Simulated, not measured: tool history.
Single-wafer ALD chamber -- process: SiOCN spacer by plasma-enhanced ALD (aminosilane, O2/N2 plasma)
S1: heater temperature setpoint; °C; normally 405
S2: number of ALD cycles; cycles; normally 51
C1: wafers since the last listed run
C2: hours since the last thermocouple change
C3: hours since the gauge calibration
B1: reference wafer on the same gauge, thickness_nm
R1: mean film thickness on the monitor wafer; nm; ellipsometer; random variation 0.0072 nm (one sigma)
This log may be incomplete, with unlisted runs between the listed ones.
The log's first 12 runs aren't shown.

Run 13, hour 152.3: usual settings but S1 417 °C; C1 45; C2 1200.1; C3 342.3; B1 2.663. Result: R1 2.814 nm.
Run 14, hour 161.3: usual settings but S1 417 °C; C1 56; C2 1209.1; C3 351.3; B1 2.666. Result: R1 2.821 nm.
Run 15, hour 168.4: usual settings; C1 44; C2 1216.2; C3 358.4; B1 2.667. Result: R1 2.939 nm.
Run 16, hour 174.7: usual settings; C1 39; C2 1222.5; C3 364.7; B1 2.666. Result: R1 2.929 nm.
At hour 179.6: gauge calibrated.
Run 17, hour 186.9: usual settings; C1 76; C2 1234.7; C3 7.3; B1 2.631. Result: R1 2.877 nm.
Run 18, hour 203.9: usual settings; C1 106; C2 1251.7; C3 24.3; B1 2.628. Result: R1 2.899 nm.
Run 19, hour 217.6: usual settings but S1 417 °C; C1 85; C2 1265.4; C3 38; B1 2.631. Result: R1 2.776 nm.
Run 20, hour 228.1: usual settings but S2 54 cycles; C1 65; C2 1275.9; C3 48.5; B1 2.631. Result: R1 3.051 nm.
Run 21, hour 238.1: usual settings but S1 416 °C; C1 62; C2 1285.9; C3 58.5; B1 2.632. Result: R1 2.8 nm.
Run 22, hour 248.2: usual settings but S2 48 cycles; C1 63; C2 1296; C3 68.6; B1 2.63. Result: R1 2.728 nm.
Run 23, hour 254.6: usual settings but S2 59 cycles; C1 40; C2 1302.4; C3 75; B1 2.63. Result: R1 3.349 nm.
Run 24, hour 272.3: usual settings but S1 395 °C, S2 60 cycles; C1 110; C2 1320.1; C3 92.7; B1 2.633. Result: R1 3.469 nm.
Run 25, hour 279.6: usual settings; C1 45; C2 1327.4; C3 100; B1 2.634. Result: R1 2.898 nm.
Run 26, hour 294.2: usual settings; C1 91; C2 1342; C3 114.6; B1 2.635. Result: R1 2.902 nm.

Estimate the outcome of run 27 from the log above:
Run 27, hour 311.1: usual settings but S1 418 °C, S2 61 cycles; C1 105; C2 1358.9; C3 131.5; B1 ?. Result: R1 ?.

B1: 2.634
R1: 3.32 nm
Had the tool carried no hidden state, the very same run would have given R1 3.315 nm.
